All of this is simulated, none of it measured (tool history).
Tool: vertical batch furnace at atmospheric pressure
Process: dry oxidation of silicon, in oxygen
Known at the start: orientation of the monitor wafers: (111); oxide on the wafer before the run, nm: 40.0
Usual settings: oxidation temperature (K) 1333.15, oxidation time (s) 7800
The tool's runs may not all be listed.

run   hour  oxidation temperature (K)  oxidation time (s)  wafers since the last listed run  hours since the last temperature calibration  hours since the boat lift was adjusted  hours since the gauge calibration  read-back reference wafer on the same gauge, thickness  oxide thickness on the monitor wafer (nm)
  1    0.0                    1353.15                7800                                 0                                        2567.7                                  4789.0                              511.9                                                  174.83                                     192.02
  2   71.5                    1353.15                7800                               743                                        2639.2                                  4860.5                              583.4                                                  175.03                                     192.52
  3  143.4                    1333.15                7800                               747                                        2711.1                                  4932.4                              655.3                                                  175.01                                     173.97
  4  180.6                    1333.15                7800                               386                                        2748.3                                  4969.6                              692.5                                                  175.04                                     173.91
  5  239.1                    1333.15                9090                               608                                        2806.8                                  5028.1                              751.0                                                  174.99                                     188.58
  6  297.7                    1333.15                9090                               609                                        2865.4                                  5086.7                              809.6                                                  174.95                                     188.59
  7  334.3                    1333.15                9090                               380                                        2902.0                                  5123.3                              846.2                                                  175.13                                     188.02
     355.4  -- gauge calibrated
  8  405.8                    1333.15                7800                               743                                        2973.5                                  5194.8                               50.4                                                  173.17                                     171.75
  9  430.9                    1345.15                7800                               261                                        2998.6                                  5219.9                               75.5                                                  173.39                                     183.34
     503.0  -- boat lift adjusted
 10  503.5                    1352.15                5400                               505                                        3071.2                                     0.5                              148.1                                                  173.82                                     156.27
 11  579.9                    1333.15                7800                               794                                        3147.6                                    76.9                              224.5                                                  174.15                                     172.60
     625.2  -- thermocouples replaced and temperature profile calibrated
 12  625.7                    1352.15                9180                               226                                           0.5                                   122.7                              270.3                                                  174.12                                     207.91
 13  649.1                    1333.15                9510                               243                                          23.9                                   146.1                              293.7                                                  174.33                                     192.00
 14  700.1                    1353.15                7800                               530                                          74.9                                   197.1                              344.7                                                  174.51                                     191.58
 15  770.6                    1342.15                9210                               733                                         145.4                                   267.6                              415.2                                                  174.67                                     198.89
 16  824.1                    1342.15                9210                               556                                         198.9                                   321.1                              468.7                                                  174.72                                     197.57
 17  886.0                    1349.15                9810                               643                                         260.8                                   383.0                              530.6                                                  174.95                                     213.11
 18  914.3                    1312.15               11040                               294                                         289.1                                   411.3                              558.9                                                  174.76                                     188.83

Forecast each of these 4 alternatives for the next run:
  A  920.4                    1356.15                7800                                63                                         295.2                                   417.4                              565.0                                                       ?                                          ?
  B  920.4                    1333.15                9120                                63                                         295.2                                   417.4                              565.0                                                       ?                                          ?
  C  920.4                    1326.15               11040                                63                                         295.2                                   417.4                              565.0                                                       ?                                          ?
  D  920.4                    1346.15                9600                                63                                         295.2                                   417.4                              565.0                                                       ?                                          ?

run  read-back reference wafer on the same gauge, thickness  oxide thickness on the monitor wafer (nm)
  A                                                  174.89                                     195.08
  B                                                  174.89                                     188.26
  C                                                  174.89                                     201.66
  D                                                  174.89                                     206.97
Without the tool's hidden state the same runs would have given:
run  oxide thickness on the monitor wafer (nm)
  A                                     192.95
  B                                     186.21
  C                                     199.46
  D                                     204.71

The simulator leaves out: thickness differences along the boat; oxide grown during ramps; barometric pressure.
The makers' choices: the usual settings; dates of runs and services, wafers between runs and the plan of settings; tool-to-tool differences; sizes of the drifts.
